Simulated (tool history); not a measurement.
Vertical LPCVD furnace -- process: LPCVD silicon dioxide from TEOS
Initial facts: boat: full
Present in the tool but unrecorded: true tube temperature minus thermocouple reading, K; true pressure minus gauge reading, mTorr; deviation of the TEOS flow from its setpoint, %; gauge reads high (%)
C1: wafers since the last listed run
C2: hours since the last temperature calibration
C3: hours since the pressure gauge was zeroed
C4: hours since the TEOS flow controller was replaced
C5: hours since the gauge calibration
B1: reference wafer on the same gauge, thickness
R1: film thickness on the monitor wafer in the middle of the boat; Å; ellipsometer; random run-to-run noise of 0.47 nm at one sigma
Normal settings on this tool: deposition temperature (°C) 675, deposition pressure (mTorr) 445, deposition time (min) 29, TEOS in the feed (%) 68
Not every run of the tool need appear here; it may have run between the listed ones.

{"run": 1, "hour": 0.0, "deposition temperature (°C)": 675, "deposition pressure (mTorr)": 445, "deposition time (min)": 29, "TEOS in the feed (%)": 68, "C1": 0, "C2": 1136.8, "C3": 1235.6, "C4": 3318.1, "C5": 1310.1, "B1": 116.07, "R1": 1377.5}
{"run": 2, "hour": 43.6, "deposition temperature (°C)": 675, "deposition pressure (mTorr)": 445, "deposition time (min)": 29, "TEOS in the feed (%)": 68, "C1": 663, "C2": 1180.4, "C3": 1279.2, "C4": 3361.7, "C5": 1353.7, "B1": 115.94, "R1": 1379.3}
{"run": 3, "hour": 87.9, "deposition temperature (°C)": 675, "deposition pressure (mTorr)": 445, "deposition time (min)": 29, "TEOS in the feed (%)": 68, "C1": 674, "C2": 1224.7, "C3": 1323.5, "C4": 3406, "C5": 1398, "B1": 115.95, "R1": 1377.1}
{"run": 4, "hour": 143.2, "deposition temperature (°C)": 675, "deposition pressure (mTorr)": 445, "deposition time (min)": 29, "TEOS in the feed (%)": 68, "C1": 841, "C2": 1280, "C3": 1378.8, "C4": 3461.3, "C5": 1453.3, "B1": 115.94, "R1": 1381.6}
{"run": 5, "hour": 172.0, "deposition temperature (°C)": 675, "deposition pressure (mTorr)": 445, "deposition time (min)": 29, "TEOS in the feed (%)": 68, "C1": 438, "C2": 1308.8, "C3": 1407.6, "C4": 3490.1, "C5": 1482.1, "B1": 116.03, "R1": 1375}
{"run": 6, "hour": 311.4, "deposition temperature (°C)": 675, "deposition pressure (mTorr)": 445, "deposition time (min)": 29, "TEOS in the feed (%)": 68, "C1": 2121, "C2": 1448.2, "C3": 1547, "C4": 3629.5, "C5": 1621.5, "B1": 116.11, "R1": 1387.5}
{"run": 7, "hour": 358.4, "deposition temperature (°C)": 675, "deposition pressure (mTorr)": 445, "deposition time (min)": 29, "TEOS in the feed (%)": 68, "C1": 715, "C2": 1495.2, "C3": 1594, "C4": 3676.5, "C5": 1668.5, "B1": 116.06, "R1": 1377.2}
{"run": 8, "hour": 394.7, "deposition temperature (°C)": 675, "deposition pressure (mTorr)": 445, "deposition time (min)": 23, "TEOS in the feed (%)": 68, "C1": 552, "C2": 1531.5, "C3": 1630.3, "C4": 3712.8, "C5": 1704.8, "B1": 115.98, "R1": 1091.2}
{"hour": 506.1, "done": "pressure gauge zeroed"}
{"run": 9, "hour": 609.5, "deposition temperature (°C)": 675, "deposition pressure (mTorr)": 445, "deposition time (min)": 22, "TEOS in the feed (%)": 68, "C1": 2903, "C2": 1746.3, "C3": 103.4, "C4": 3927.6, "C5": 1919.6, "B1": 115.93, "R1": 1056.6}
{"hour": 688.8, "done": "TEOS flow controller replaced"}
{"run": 10, "hour": 689.3, "deposition temperature (°C)": 675, "deposition pressure (mTorr)": 445, "deposition time (min)": 22, "TEOS in the feed (%)": 68, "C1": 849, "C2": 1826.1, "C3": 183.2, "C4": 0.5, "C5": 1999.4, "B1": 115.84, "R1": 1053.1}
{"hour": 712.9, "done": "gauge calibrated"}
{"run": 11, "hour": 724.9, "deposition temperature (°C)": 675, "deposition pressure (mTorr)": 445, "deposition time (min)": 22, "TEOS in the feed (%)": 68, "C1": 541, "C2": 1861.7, "C3": 218.8, "C4": 36.1, "C5": 12, "B1": 115.91, "R1": 1057.5}
{"run": 12, "hour": 755.6, "deposition temperature (°C)": 675, "deposition pressure (mTorr)": 445, "deposition time (min)": 29, "TEOS in the feed (%)": 68, "C1": 467, "C2": 1892.4, "C3": 249.5, "C4": 66.8, "C5": 42.7, "B1": 115.91, "R1": 1397.7}
{"hour": 841.6, "done": "thermocouples replaced and temperature profile calibrated"}
{"run": 13, "hour": 842.1, "deposition temperature (°C)": 675, "deposition pressure (mTorr)": 445, "deposition time (min)": 29, "TEOS in the feed (%)": 68, "C1": 951, "C2": 0.5, "C3": 336, "C4": 153.3, "C5": 129.2, "B1": 116.04, "R1": 1379.1}
{"run": 14, "hour": 887.2, "deposition temperature (°C)": 682, "deposition pressure (mTorr)": 445, "deposition time (min)": 29, "TEOS in the feed (%)": 76, "C1": 686, "C2": 45.6, "C3": 381.1, "C4": 198.4, "C5": 174.3, "B1": 116, "R1": 1740}
{"run": 15, "hour": 941.3, "deposition temperature (°C)": 684, "deposition pressure (mTorr)": 520, "deposition time (min)": 25.5, "TEOS in the feed (%)": 59, "C1": 823, "C2": 99.7, "C3": 435.2, "C4": 252.5, "C5": 228.4, "B1": 115.85, "R1": 1531.9}
{"run": 16, "hour": 983.6, "deposition temperature (°C)": 675, "deposition pressure (mTorr)": 445, "deposition time (min)": 36.5, "TEOS in the feed (%)": 68, "C1": 643, "C2": 142, "C3": 477.5, "C4": 294.8, "C5": 270.7, "B1": 116.04, "R1": 1738.1}
{"run": 17, "hour": 1041.4, "deposition temperature (°C)": 675, "deposition pressure (mTorr)": 405, "deposition time (min)": 19, "TEOS in the feed (%)": 55, "C1": 879, "C2": 199.8, "C3": 535.3, "C4": 352.6, "C5": 328.5, "B1": 116.02, "R1": 776}
{"run": 18, "hour": 1089.4, "deposition temperature (°C)": 675, "deposition pressure (mTorr)": 495, "deposition time (min)": 29, "TEOS in the feed (%)": 68, "C1": 730, "C2": 247.8, "C3": 583.3, "C4": 400.6, "C5": 376.5, "B1": 115.95, "R1": 1459.3}
{"run": 19, "hour": 1134.9, "deposition temperature (°C)": 675, "deposition pressure (mTorr)": 445, "deposition time (min)": 29, "TEOS in the feed (%)": 68, "C1": 692, "C2": 293.3, "C3": 628.8, "C4": 446.1, "C5": 422, "B1": 115.98, "R1": 1384.5}
{"run": 20, "hour": 1183.8, "deposition temperature (°C)": 675, "deposition pressure (mTorr)": 365, "deposition time (min)": 40, "TEOS in the feed (%)": 56, "C1": 744, "C2": 342.2, "C3": 677.7, "C4": 495, "C5": 470.9, "B1": 115.88, "R1": 1556.6}
{"run": 21, "hour": 1332.8, "deposition temperature (°C)": 669, "deposition pressure (mTorr)": 445, "deposition time (min)": 29, "TEOS in the feed (%)": 60, "C1": 2267, "C2": 491.2, "C3": 826.7, "C4": 644, "C5": 619.9, "B1": 116.07, "R1": 1113.2}
{"run": 22, "hour": 1357.2, "deposition temperature (°C)": 681, "deposition pressure (mTorr)": 475, "deposition time (min)": 20.5, "TEOS in the feed (%)": 77, "C1": 371, "C2": 515.6, "C3": 851.1, "C4": 668.4, "C5": 644.3, "B1": 116.12, "R1": 1236.6}
{"run": 23, "hour": 1388.5, "deposition temperature (°C)": 675, "deposition pressure (mTorr)": 485, "deposition time (min)": 36.5, "TEOS in the feed (%)": 79, "C1": 476, "C2": 546.9, "C3": 882.4, "C4": 699.7, "C5": 675.6, "B1": 116.03, "R1": 1948.2}
{"run": 24, "hour": 1485.1, "deposition temperature (°C)": 675, "deposition pressure (mTorr)": 445, "deposition time (min)": 29, "TEOS in the feed (%)": 68, "C1": 1469, "C2": 643.5, "C3": 979, "C4": 796.3, "C5": 772.2, "B1": 115.93, "R1": 1382.4}
{"run": 25, "hour": 1509.5, "deposition temperature (°C)": 667, "deposition pressure (mTorr)": 545, "deposition time (min)": 29, "TEOS in the feed (%)": 76, "C1": 371, "C2": 667.9, "C3": 1003.4, "C4": 820.7, "C5": 796.6, "B1": 116, "R1": 1323.4}
{"run": 26, "hour": 1551.2, "deposition temperature (°C)": 675, "deposition pressure (mTorr)": 445, "deposition time (min)": 29, "TEOS in the feed (%)": 68, "C1": 634, "C2": 709.6, "C3": 1045.1, "C4": 862.4, "C5": 838.3, "B1": 115.88, "R1": 1369.8}
{"run": 27, "hour": 1593.2, "deposition temperature (°C)": 665, "deposition pressure (mTorr)": 485, "deposition time (min)": 29, "TEOS in the feed (%)": 68, "C1": 639, "C2": 751.6, "C3": 1087.1, "C4": 904.4, "C5": 880.3, "B1": 116.12, "R1": 1117.5}
{"run": 28, "hour": 1632.3, "deposition temperature (°C)": 675, "deposition pressure (mTorr)": 335, "deposition time (min)": 37.5, "TEOS in the feed (%)": 56, "C1": 594, "C2": 790.7, "C3": 1126.2, "C4": 943.5, "C5": 919.4, "B1": 116.05, "R1": 1396.1}
{"run": 29, "hour": 1694.5, "deposition temperature (°C)": 683, "deposition pressure (mTorr)": 535, "deposition time (min)": 38, "TEOS in the feed (%)": 60, "C1": 946, "C2": 852.9, "C3": 1188.4, "C4": 1005.7, "C5": 981.6, "B1": 116.01, "R1": 2266.5}
{"run": 30, "hour": 1729.8, "deposition temperature (°C)": 675, "deposition pressure (mTorr)": 445, "deposition time (min)": 21, "TEOS in the feed (%)": 68, "C1": 537, "C2": 888.2, "C3": 1223.7, "C4": 1041, "C5": 1016.9, "B1": 115.95, "R1": 996.9}

Same runs, no hidden state in the tool, same run-to-run variation:
run=1 R1=1398.4
run=2 R1=1400.4
run=3 R1=1398.4
run=4 R1=1403.2
run=5 R1=1396.6
run=6 R1=1409.8
run=7 R1=1399.4
run=8 R1=1108.9
run=9 R1=1059.5
run=10 R1=1058.3
run=11 R1=1063.7
run=12 R1=1406.7
run=13 R1=1390.6
run=14 R1=1755.9
run=15 R1=1545.1
run=16 R1=1756.7
run=17 R1=785.8
run=18 R1=1475.2
run=19 R1=1402.1
run=20 R1=1581.9
run=21 R1=1129.5
run=22 R1=1253.8
run=23 R1=1975.1
run=24 R1=1404.1
run=25 R1=1340.5
run=26 R1=1391.8
run=27 R1=1134.2
run=28 R1=1427
run=29 R1=2298
run=30 R1=1013.8
